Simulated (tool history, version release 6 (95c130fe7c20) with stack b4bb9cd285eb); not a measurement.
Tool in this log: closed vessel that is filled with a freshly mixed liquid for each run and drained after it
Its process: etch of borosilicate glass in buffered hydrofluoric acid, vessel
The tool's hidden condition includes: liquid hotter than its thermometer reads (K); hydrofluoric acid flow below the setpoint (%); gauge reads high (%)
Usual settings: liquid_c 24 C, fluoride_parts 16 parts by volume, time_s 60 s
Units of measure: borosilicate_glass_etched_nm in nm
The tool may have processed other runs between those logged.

run,day,liquid_c,fluoride_parts,time_s,wafers since the last listed run,hours since the thermometer was replaced,hours since the hydrofluoric acid flow meter was replaced,hours since the gauge calibration,"read-back film thickness of the borosilicate glass reference wafer, read on the same gauge (nm)",borosilicate_glass_etched_nm
1,0,24,16,60,0,346.4,537.8,603.8,89.97,57.91
2,0.604,24,16,60,914,360.9,552.3,618.3,90.02,57.29
3,0.908,24,16,60,460,368.2,559.6,625.6,89.99,58.05
4,1.617,24,16,60,1072,385.2,576.6,642.6,89.97,58.25
5,2.017,24,16,60,605,394.8,586.2,652.2,90,58.23
6,2.271,21.5,16,60,384,400.9,592.3,658.3,90.05,50.9
7,2.608,28,16,60,511,409,600.4,666.4,89.98,72.95
8,3.254,28,16,60,977,424.5,615.9,681.9,90.02,72.68
9,3.629,28,16,60,567,433.5,624.9,690.9,89.99,73.69
10,4.712,24,16,60,1640,459.5,650.9,716.9,89.98,59.76
# day 4.742: gauge calibrated
11,5.267,24,16,60,839,472.8,664.2,12.6,90,59.48
# day 5.75: hydrofluoric acid flow meter replaced
12,7.396,27.5,16,60,3160,523.9,39.5,63.7,90.03,70.85
13,7.988,22,12.5,35,895,538.1,53.7,77.9,90,39.71
14,8.471,24,22.5,60,731,549.7,65.3,89.5,90.01,44.25
15,9.092,28.5,16,30,940,564.6,80.2,104.4,90.01,38.35
16,9.567,24,16,60,719,576,91.6,115.8,90.05,58.91
17,9.954,20,16,85,586,585.3,100.9,125.1,89.99,69.68
# day 10.138: thermometer replaced
18,10.662,24,16,60,1009,12.6,117.9,142.1,90.03,55.04
19,11.279,28.5,16,30,933,27.4,132.7,156.9,90.03,35.48
20,11.55,24,16,60,410,33.9,139.2,163.4,90,55.8
21,12,24,18,60,681,44.7,150,174.2,89.98,49.07
22,12.446,24,16,60,675,55.4,160.7,184.9,90.01,55.96
23,12.929,21.5,20,75,731,67,172.3,196.5,90.01,48.65

The next listed run, before its measurement:
24,14.525,22.5,10,40,2416,105.3,210.6,234.8,?,?

{"run 24": {"read-back film thickness of the borosilicate glass reference wafer, read on the same gauge (nm)": 90.01, "borosilicate_glass_etched_nm": 54.92}}
If the tool had no hidden condition, the same run with the same run-to-run variation would have returned borosilicate_glass_etched_nm 53.21 nm.

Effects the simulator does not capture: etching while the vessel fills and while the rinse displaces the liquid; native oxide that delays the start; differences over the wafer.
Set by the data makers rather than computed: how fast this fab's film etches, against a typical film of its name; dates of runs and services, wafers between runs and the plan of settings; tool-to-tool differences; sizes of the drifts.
